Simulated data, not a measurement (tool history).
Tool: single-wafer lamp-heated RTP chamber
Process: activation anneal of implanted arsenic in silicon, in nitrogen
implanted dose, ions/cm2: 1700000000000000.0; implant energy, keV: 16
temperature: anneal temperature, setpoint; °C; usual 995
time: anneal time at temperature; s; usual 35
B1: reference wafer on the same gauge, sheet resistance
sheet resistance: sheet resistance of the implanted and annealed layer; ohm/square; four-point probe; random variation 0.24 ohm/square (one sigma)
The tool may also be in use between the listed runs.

{"run": 1, "hour": 0.0, "temperature": 995, "time": 35, "B1": 114.94, "sheet resistance": 100.73}
{"run": 2, "hour": 83.9, "temperature": 995, "time": 35, "B1": 115.03, "sheet resistance": 100.3}
{"run": 3, "hour": 116.4, "temperature": 995, "time": 35, "B1": 114.91, "sheet resistance": 100.18}
{"run": 4, "hour": 139.4, "temperature": 974, "time": 35, "B1": 114.94, "sheet resistance": 113.35}
{"hour": 149.8, "done": "pyrometer window cleaned and pyrometer calibrated"}
{"run": 5, "hour": 172.0, "temperature": 995, "time": 35, "B1": 114.94, "sheet resistance": 100.14}
{"run": 6, "hour": 203.4, "temperature": 995, "time": 44, "B1": 115.01, "sheet resistance": 95.61}
{"run": 7, "hour": 234.4, "temperature": 995, "time": 44, "B1": 114.99, "sheet resistance": 95.19}
{"run": 8, "hour": 265.8, "temperature": 995, "time": 35, "B1": 115.07, "sheet resistance": 99.79}
{"run": 9, "hour": 281.4, "temperature": 995, "time": 35, "B1": 115.09, "sheet resistance": 100.16}
{"hour": 303.2, "done": "pyrometer window cleaned and pyrometer calibrated"}
{"run": 10, "hour": 309.1, "temperature": 979, "time": 53, "B1": 115.02, "sheet resistance": 101.17}
{"run": 11, "hour": 331.6, "temperature": 977, "time": 44, "B1": 114.93, "sheet resistance": 105.72}
{"hour": 335.6, "done": "gauge calibrated"}
{"run": 12, "hour": 350.5, "temperature": 995, "time": 35, "B1": 115.02, "sheet resistance": 99.99}
{"run": 13, "hour": 383.3, "temperature": 1023, "time": 29, "B1": 114.92, "sheet resistance": 88.5}
{"run": 14, "hour": 412.7, "temperature": 1011, "time": 52, "B1": 114.99, "sheet resistance": 83.81}
{"run": 15, "hour": 436.4, "temperature": 995, "time": 18, "B1": 115.03, "sheet resistance": 111.31}
{"hour": 446.4, "done": "reflector plate cleaned"}
{"hour": 455.1, "done": "pyrometer window cleaned and pyrometer calibrated"}
{"run": 16, "hour": 457.6, "temperature": 984, "time": 45, "B1": 115.18, "sheet resistance": 102.45}
{"run": 17, "hour": 484.0, "temperature": 995, "time": 35, "B1": 115.08, "sheet resistance": 100.98}
{"run": 18, "hour": 564.9, "temperature": 995, "time": 35, "B1": 115.07, "sheet resistance": 100.5}
{"run": 19, "hour": 582.7, "temperature": 995, "time": 19, "B1": 114.9, "sheet resistance": 111.95}

4 ways to go on from here, each from the tool as it stands after run 19. What would each give?
{"run": "A", "hour": 583.1, "temperature": 995, "time": 35, "B1": "?", "sheet resistance": "?"}
{"run": "B", "hour": 583.1, "temperature": 983, "time": 16, "B1": "?", "sheet resistance": "?"}
{"run": "C", "hour": 583.1, "temperature": 995, "time": 53, "B1": "?", "sheet resistance": "?"}
{"run": "D", "hour": 583.1, "temperature": 1013, "time": 17, "B1": "?", "sheet resistance": "?"}

run=A B1=114.96 sheet_resistance=100.67
run=B B1=114.96 sheet_resistance=121.82
run=C B1=114.96 sheet_resistance=92.82
run=D B1=114.96 sheet_resistance=103.99
Without the tool's hidden state the same runs would have given:
run=A sheet_resistance=100.94
run=B sheet_resistance=122.08
run=C sheet_resistance=93.07
run=D sheet_resistance=104.24
